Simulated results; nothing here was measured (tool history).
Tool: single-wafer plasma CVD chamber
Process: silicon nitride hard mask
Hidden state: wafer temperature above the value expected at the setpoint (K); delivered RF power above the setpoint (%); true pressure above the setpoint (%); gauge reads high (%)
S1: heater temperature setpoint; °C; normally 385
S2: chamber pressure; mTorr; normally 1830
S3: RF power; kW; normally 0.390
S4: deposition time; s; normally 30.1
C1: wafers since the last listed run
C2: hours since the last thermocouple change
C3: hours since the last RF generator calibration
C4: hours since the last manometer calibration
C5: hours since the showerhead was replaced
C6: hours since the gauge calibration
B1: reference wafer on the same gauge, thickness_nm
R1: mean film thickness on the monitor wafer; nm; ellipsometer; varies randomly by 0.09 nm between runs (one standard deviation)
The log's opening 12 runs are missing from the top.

run,hour,S1,S2,S3,S4,C1,C2,C3,C4,C5,C6,B1,R1
13,185.0,385,1830,0.390,30.1,370,91.9,61.7,35.6,2568.8,448.7,46.769,40.897
14,191.5,385,1630,0.355,30.1,142,98.4,68.2,42.1,2575.3,455.2,46.796,37.081
15,205.9,385,2010,0.360,30.1,315,112.8,82.6,56.5,2589.7,469.6,46.804,39.387
# hour 212.3: gauge calibrated
16,217.6,385,1830,0.425,30.1,256,124.5,94.3,68.2,2601.4,5.3,46.793,43.258
17,228.4,378,1830,0.390,32.1,236,135.3,105.1,79.0,2612.2,16.1,46.796,43.274
# hour 240.1: showerhead replaced
18,240.6,400,2190,0.410,33.9,92,147.5,117.3,91.2,0.5,28.3,46.817,48.640
19,247.8,385,1830,0.340,26.7,157,154.7,124.5,98.4,7.7,35.5,46.796,32.569
20,255.5,385,1990,0.390,35.9,168,162.4,132.2,106.1,15.4,43.2,46.814,49.206
21,271.3,385,1830,0.390,35.9,346,178.2,148.0,121.9,31.2,59.0,46.795,48.282
22,279.4,378,1830,0.390,32.1,177,186.3,156.1,130.0,39.3,67.1,46.800,43.401
23,289.6,379,2000,0.330,30.1,223,196.5,166.3,140.2,49.5,77.3,46.803,36.652
24,311.5,385,1830,0.390,34.1,479,218.4,188.2,162.1,71.4,99.2,46.812,45.946
25,327.6,379,2120,0.390,34.1,352,234.5,204.3,178.2,87.5,115.3,46.802,47.523
26,337.6,385,1990,0.390,35.9,219,244.5,214.3,188.2,97.5,125.3,46.797,48.913
27,352.5,385,1830,0.390,30.1,326,259.4,229.2,203.1,112.4,140.2,46.800,40.434
28,362.8,385,1610,0.390,33.2,225,269.7,239.5,213.4,122.7,150.5,46.817,43.158
29,380.7,385,1830,0.390,30.1,392,287.6,257.4,231.3,140.6,168.4,46.799,40.297
30,387.4,385,1540,0.390,30.1,146,294.3,264.1,238.0,147.3,175.1,46.811,38.768

Each row is a separate what-if for the run after 30, all from the same tool condition, not one after another. Results?
A,387.8,385,1830,0.390,30.1,8,294.7,264.5,238.4,147.7,175.5,?,?
B,387.8,392,2170,0.390,34.8,8,294.7,264.5,238.4,147.7,175.5,?,?
C,387.8,385,1830,0.335,30.1,8,294.7,264.5,238.4,147.7,175.5,?,?

run,B1,R1
A,46.804,40.146
B,46.804,47.982
C,46.804,35.906
Had the tool no hidden state, the same runs would have come out as:
run,R1
A,40.925
B,48.912
C,36.634
